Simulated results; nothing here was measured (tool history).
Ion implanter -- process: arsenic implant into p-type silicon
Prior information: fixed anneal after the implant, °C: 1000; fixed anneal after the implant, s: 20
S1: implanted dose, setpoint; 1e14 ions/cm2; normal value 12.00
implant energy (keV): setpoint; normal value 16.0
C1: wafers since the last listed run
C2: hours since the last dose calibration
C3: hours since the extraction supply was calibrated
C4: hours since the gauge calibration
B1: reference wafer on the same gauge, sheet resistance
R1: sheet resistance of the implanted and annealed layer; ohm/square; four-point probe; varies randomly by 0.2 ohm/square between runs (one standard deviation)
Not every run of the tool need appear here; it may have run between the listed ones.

{"run": 1, "hour": 0.0, "S1": 12.0, "implant energy (keV)": 16.0, "C1": 0, "C2": 1261.6, "C3": 4946.1, "C4": 157.4, "B1": 126.96, "R1": 133.82}
{"run": 2, "hour": 15.0, "S1": 12.0, "implant energy (keV)": 16.0, "C1": 264, "C2": 1276.6, "C3": 4961.1, "C4": 172.4, "B1": 127.01, "R1": 133.55}
{"run": 3, "hour": 22.6, "S1": 12.0, "implant energy (keV)": 16.0, "C1": 133, "C2": 1284.2, "C3": 4968.7, "C4": 180.0, "B1": 127.0, "R1": 133.62}
{"run": 4, "hour": 39.3, "S1": 12.0, "implant energy (keV)": 13.0, "C1": 294, "C2": 1300.9, "C3": 4985.4, "C4": 196.7, "B1": 127.0, "R1": 140.06}
{"run": 5, "hour": 45.6, "S1": 12.0, "implant energy (keV)": 13.0, "C1": 111, "C2": 1307.2, "C3": 4991.7, "C4": 203.0, "B1": 127.01, "R1": 139.94}
{"run": 6, "hour": 73.1, "S1": 12.0, "implant energy (keV)": 13.0, "C1": 484, "C2": 1334.7, "C3": 5019.2, "C4": 230.5, "B1": 126.99, "R1": 140.37}
{"run": 7, "hour": 83.7, "S1": 12.0, "implant energy (keV)": 16.0, "C1": 186, "C2": 1345.3, "C3": 5029.8, "C4": 241.1, "B1": 127.02, "R1": 133.79}
{"run": 8, "hour": 95.5, "S1": 12.0, "implant energy (keV)": 16.0, "C1": 207, "C2": 1357.1, "C3": 5041.6, "C4": 252.9, "B1": 127.01, "R1": 133.84}
{"hour": 119.2, "done": "Faraday cup replaced and dose calibrated"}
{"run": 9, "hour": 119.7, "S1": 12.0, "implant energy (keV)": 16.0, "C1": 285, "C2": 0.5, "C3": 5065.8, "C4": 277.1, "B1": 126.95, "R1": 133.5}
{"run": 10, "hour": 125.0, "S1": 12.0, "implant energy (keV)": 16.0, "C1": 93, "C2": 5.8, "C3": 5071.1, "C4": 282.4, "B1": 126.99, "R1": 133.85}
{"hour": 146.0, "done": "extraction supply calibrated"}
{"run": 11, "hour": 146.5, "S1": 9.29, "implant energy (keV)": 18.0, "C1": 237, "C2": 27.3, "C3": 0.5, "C4": 303.9, "B1": 127.03, "R1": 145.49}
{"run": 12, "hour": 155.5, "S1": 8.66, "implant energy (keV)": 20.5, "C1": 158, "C2": 36.3, "C3": 9.5, "C4": 312.9, "B1": 126.98, "R1": 146.93}
{"hour": 169.3, "done": "gauge calibrated"}
{"run": 13, "hour": 172.6, "S1": 12.0, "implant energy (keV)": 16.0, "C1": 301, "C2": 53.4, "C3": 26.6, "C4": 3.3, "B1": 126.97, "R1": 133.77}
{"run": 14, "hour": 187.6, "S1": 10.67, "implant energy (keV)": 21.0, "C1": 264, "C2": 68.4, "C3": 41.6, "C4": 18.3, "B1": 127.0, "R1": 130.68}
{"run": 15, "hour": 200.9, "S1": 14.67, "implant energy (keV)": 21.5, "C1": 234, "C2": 81.7, "C3": 54.9, "C4": 31.6, "B1": 127.0, "R1": 114.48}
{"run": 16, "hour": 214.4, "S1": 10.4, "implant energy (keV)": 17.5, "C1": 237, "C2": 95.2, "C3": 68.4, "C4": 45.1, "B1": 127.05, "R1": 138.62}
{"run": 17, "hour": 227.1, "S1": 8.74, "implant energy (keV)": 20.0, "C1": 223, "C2": 107.9, "C3": 81.1, "C4": 57.8, "B1": 127.07, "R1": 146.91}
{"run": 18, "hour": 234.6, "S1": 9.73, "implant energy (keV)": 11.0, "C1": 132, "C2": 115.4, "C3": 88.6, "C4": 65.3, "B1": 126.97, "R1": 157.02}
{"run": 19, "hour": 242.0, "S1": 12.0, "implant energy (keV)": 16.0, "C1": 130, "C2": 122.8, "C3": 96.0, "C4": 72.7, "B1": 126.98, "R1": 133.58}
{"run": 20, "hour": 257.9, "S1": 12.0, "implant energy (keV)": 20.0, "C1": 280, "C2": 138.7, "C3": 111.9, "C4": 88.6, "B1": 126.97, "R1": 125.69}
{"run": 21, "hour": 269.7, "S1": 13.78, "implant energy (keV)": 11.0, "C1": 207, "C2": 150.5, "C3": 123.7, "C4": 100.4, "B1": 127.0, "R1": 139.66}

For each run, what was the tool's unlogged condition?
deviation of the true dose from the Faraday cup's reading, %: 0 at every run
deviation of the true energy from its setpoint, %: 0 at every run
gauge reads high (%): 0 at every run

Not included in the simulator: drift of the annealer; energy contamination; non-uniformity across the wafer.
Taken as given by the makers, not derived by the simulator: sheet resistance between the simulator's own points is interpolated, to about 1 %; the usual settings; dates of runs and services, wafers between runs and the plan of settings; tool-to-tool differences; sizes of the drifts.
